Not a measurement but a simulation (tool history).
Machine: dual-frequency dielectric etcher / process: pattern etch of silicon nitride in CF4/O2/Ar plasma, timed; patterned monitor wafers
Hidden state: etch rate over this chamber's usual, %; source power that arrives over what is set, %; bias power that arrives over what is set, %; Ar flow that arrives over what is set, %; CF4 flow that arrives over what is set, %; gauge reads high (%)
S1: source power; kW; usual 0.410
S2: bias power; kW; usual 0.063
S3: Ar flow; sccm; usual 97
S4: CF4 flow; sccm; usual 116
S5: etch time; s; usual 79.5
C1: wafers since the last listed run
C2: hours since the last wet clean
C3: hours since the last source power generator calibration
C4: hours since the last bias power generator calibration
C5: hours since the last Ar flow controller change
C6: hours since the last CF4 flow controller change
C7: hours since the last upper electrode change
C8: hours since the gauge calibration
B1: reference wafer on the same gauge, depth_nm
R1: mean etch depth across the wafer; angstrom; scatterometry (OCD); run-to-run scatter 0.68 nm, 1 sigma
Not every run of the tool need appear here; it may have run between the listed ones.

| run | hour | S1 | S2 | S3 | S4 | S5 | C1 | C2 | C3 | C4 | C5 | C6 | C7 | C8 | B1 | R1 |
|---|---|---|---|---|---|---|---|---|---|---|---|---|---|---|---|---|
| 1 | 0.0 | 0.340 | 0.063 | 97 | 103 | 79.5 | 0 | 525.6 | 1122.5 | 2247.0 | 150.9 | 607.1 | 524.4 | 1184.4 | 136.8 | 1134 |
| 2 | 69.7 | 0.440 | 0.063 | 79 | 104 | 69.0 | 550 | 595.3 | 1192.2 | 2316.7 | 220.6 | 676.8 | 594.1 | 1254.1 | 137.0 | 1312 |
| 3 | 167.7 | 0.410 | 0.063 | 97 | 116 | 79.5 | 773 | 693.3 | 1290.2 | 2414.7 | 318.6 | 774.8 | 692.1 | 1352.1 | 136.9 | 1398 |
|  | 205.4 | wet clean of the chamber |
| 4 | 274.7 | 0.410 | 0.063 | 97 | 89 | 87.5 | 655 | 69.3 | 1397.2 | 2521.7 | 425.6 | 881.8 | 799.1 | 1459.1 | 137.1 | 1549 |
| 5 | 356.7 | 0.410 | 0.063 | 97 | 116 | 79.5 | 647 | 151.3 | 1479.2 | 2603.7 | 507.6 | 963.8 | 881.1 | 1541.1 | 137.1 | 1428 |
| 6 | 409.7 | 0.490 | 0.063 | 97 | 143 | 93.0 | 418 | 204.3 | 1532.2 | 2656.7 | 560.6 | 1016.8 | 934.1 | 1594.1 | 137.1 | 2031 |
|  | 452.9 | bias power generator calibrated |
| 7 | 468.8 | 0.410 | 0.063 | 110 | 116 | 79.5 | 435 | 263.4 | 1591.3 | 15.9 | 619.7 | 1075.9 | 993.2 | 1653.2 | 137.1 | 1410 |
| 8 | 509.0 | 0.410 | 0.063 | 81 | 116 | 79.5 | 317 | 303.6 | 1631.5 | 56.1 | 659.9 | 1116.1 | 1033.4 | 1693.4 | 136.9 | 1453 |
|  | 565.1 | source power generator calibrated |
| 9 | 584.7 | 0.460 | 0.068 | 97 | 116 | 95.5 | 566 | 379.3 | 19.6 | 131.8 | 735.6 | 1191.8 | 1109.1 | 1769.1 | 137.0 | 1945 |
| 10 | 633.3 | 0.410 | 0.063 | 97 | 116 | 79.5 | 383 | 427.9 | 68.2 | 180.4 | 784.2 | 1240.4 | 1157.7 | 1817.7 | 137.1 | 1406 |
| 11 | 706.5 | 0.410 | 0.063 | 97 | 127 | 79.5 | 578 | 501.1 | 141.4 | 253.6 | 857.4 | 1313.6 | 1230.9 | 1890.9 | 136.8 | 1410 |
| 12 | 754.4 | 0.360 | 0.063 | 97 | 116 | 64.5 | 378 | 549.0 | 189.3 | 301.5 | 905.3 | 1361.5 | 1278.8 | 1938.8 | 137.0 | 995 |
| 13 | 849.3 | 0.490 | 0.079 | 112 | 116 | 60.5 | 749 | 643.9 | 284.2 | 396.4 | 1000.2 | 1456.4 | 1373.7 | 2033.7 | 137.1 | 1334 |
| 14 | 946.0 | 0.410 | 0.063 | 97 | 89 | 90.5 | 763 | 740.6 | 380.9 | 493.1 | 1096.9 | 1553.1 | 1470.4 | 2130.4 | 137.0 | 1525 |
|  | 999.7 | wet clean of the chamber |
| 15 | 1027.6 | 0.440 | 0.063 | 97 | 124 | 66.5 | 454 | 27.9 | 462.5 | 574.7 | 1178.5 | 1634.7 | 1552.0 | 2212.0 | 137.0 | 1301 |
| 16 | 1068.6 | 0.410 | 0.063 | 97 | 116 | 79.5 | 323 | 68.9 | 503.5 | 615.7 | 1219.5 | 1675.7 | 1593.0 | 2253.0 | 136.9 | 1430 |
| 17 | 1114.0 | 0.410 | 0.063 | 113 | 116 | 79.5 | 358 | 114.3 | 548.9 | 661.1 | 1264.9 | 1721.1 | 1638.4 | 2298.4 | 137.3 | 1421 |
|  | 1134.1 | gauge calibrated |
| 18 | 1171.2 | 0.410 | 0.063 | 97 | 116 | 68.5 | 451 | 171.5 | 606.1 | 718.3 | 1322.1 | 1778.3 | 1695.6 | 37.1 | 137.1 | 1237 |
| 19 | 1265.5 | 0.410 | 0.063 | 97 | 116 | 79.5 | 744 | 265.8 | 700.4 | 812.6 | 1416.4 | 1872.6 | 1789.9 | 131.4 | 137.0 | 1420 |
| 20 | 1320.6 | 0.510 | 0.063 | 97 | 116 | 100.5 | 435 | 320.9 | 755.5 | 867.7 | 1471.5 | 1927.7 | 1845.0 | 186.5 | 137.2 | 2240 |

Consider 5 possible next runs. They are alternatives, not a sequence: every one starts from the tool as it was left by run 20. What does each give?
| A | 1321.0 | 0.410 | 0.063 | 97 | 116 | 94.0 | 3 | 321.3 | 755.9 | 868.1 | 1471.9 | 1928.1 | 1845.4 | 186.9 | ? | ? |
| B | 1321.0 | 0.410 | 0.063 | 97 | 141 | 71.0 | 3 | 321.3 | 755.9 | 868.1 | 1471.9 | 1928.1 | 1845.4 | 186.9 | ? | ? |
| C | 1321.0 | 0.410 | 0.063 | 97 | 99 | 69.0 | 3 | 321.3 | 755.9 | 868.1 | 1471.9 | 1928.1 | 1845.4 | 186.9 | ? | ? |
| D | 1321.0 | 0.350 | 0.073 | 97 | 96 | 56.0 | 3 | 321.3 | 755.9 | 868.1 | 1471.9 | 1928.1 | 1845.4 | 186.9 | ? | ? |
| E | 1321.0 | 0.330 | 0.063 | 97 | 116 | 56.0 | 3 | 321.3 | 755.9 | 868.1 | 1471.9 | 1928.1 | 1845.4 | 186.9 | ? | ? |

| run | B1 | R1 |
|---|---|---|
| A | 136.9 | 1666 |
| B | 136.9 | 1278 |
| C | 136.9 | 1207 |
| D | 136.9 | 870 |
| E | 136.9 | 792 |
What these runs would have given with no unlogged condition in the tool:
| run | R1 |
|---|---|
| A | 1712 |
| B | 1313 |
| C | 1241 |
| D | 893 |
| E | 813 |
